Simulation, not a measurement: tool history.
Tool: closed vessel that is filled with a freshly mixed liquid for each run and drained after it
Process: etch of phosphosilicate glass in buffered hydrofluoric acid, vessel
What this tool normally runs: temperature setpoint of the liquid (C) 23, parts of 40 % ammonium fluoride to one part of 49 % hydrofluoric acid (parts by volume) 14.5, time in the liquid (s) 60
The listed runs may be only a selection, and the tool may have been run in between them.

run   hour  temperature setpoint of the liquid (C)  parts of 40 % ammonium fluoride to one part of 49 % hydrofluoric acid (parts by volume)  time in the liquid (s)  read-back film thickness of the phosphosilicate glass reference wafer, read on the same gauge (nm)  thickness taken off the phosphosilicate glass on a monitor wafer (Å)
  1    0.0                                      23                                                                                     16.5                      50                                                                                               79.99                                                                2223.3
  2    7.4                                      23                                                                                     16.5                      50                                                                                               79.98                                                                2231.0
  3   18.5                                      23                                                                                     14.5                      70                                                                                               80.04                                                                3522.2
  4   30.6                                      23                                                                                     14.5                      70                                                                                               80.01                                                                3527.8
  5   47.2                                      23                                                                                     14.5                      70                                                                                               79.97                                                                3525.9
  6   62.8                                      23                                                                                     14.5                      60                                                                                               80.03                                                                3025.6
  7   77.9                                      23                                                                                     14.5                      60                                                                                               80.00                                                                3003.3
  8   91.2                                      23                                                                                     14.5                      60                                                                                               79.98                                                                3005.8
  9  106.3                                      23                                                                                     10.5                      60                                                                                               80.01                                                                4138.0
 10  120.3                                      23                                                                                     10.5                      60                                                                                               80.00                                                                4151.1
 11  133.1                                      27                                                                                     17.5                      40                                                                                               80.01                                                                2070.2
 12  146.1                                      23                                                                                     10.0                      60                                                                                               80.00                                                                4345.8
 13  153.8                                      18                                                                                     11.0                      80                                                                                               80.00                                                                4010.3
 14  169.8                                      23                                                                                     10.5                      60                                                                                               80.01                                                                4174.2
 15  183.3                                      23                                                                                     19.0                      80                                                                                               79.98                                                                3068.4
 16  192.2                                      19                                                                                     14.5                      35                                                                                               80.02                                                                1407.8
 17  215.2                                      27                                                                                     10.5                      90                                                                                               79.99                                                                7674.3
 18  230.2                                      23                                                                                     20.0                      80                                                                                               79.99                                                                2928.3
 19  269.7                                      23                                                                                     14.5                      60                                                                                               79.99                                                                3037.6
 20  278.4                                      23                                                                                     20.0                      80                                                                                               80.01                                                                2931.4
 21  290.6                                      23                                                                                      8.5                      75                                                                                               80.00                                                                6162.5

Between the runs listed above, the log contained 3 entries, not reproduced here. Where in the sequence does each belong, and how does what the log doesn't record of the tool's condition differ from the listed run before to the listed run after?
In the gap between runs 8 and 9: thermometer replaced (hour 93.1)
  the hidden state is the same at both runs
In the gap between runs 9 and 10: hydrofluoric acid flow meter replaced (hour 111.3)
  the hidden state is the same at both runs
In the gap between runs 10 and 11: gauge calibrated (hour 121.0)
  the hidden state is the same at both runs
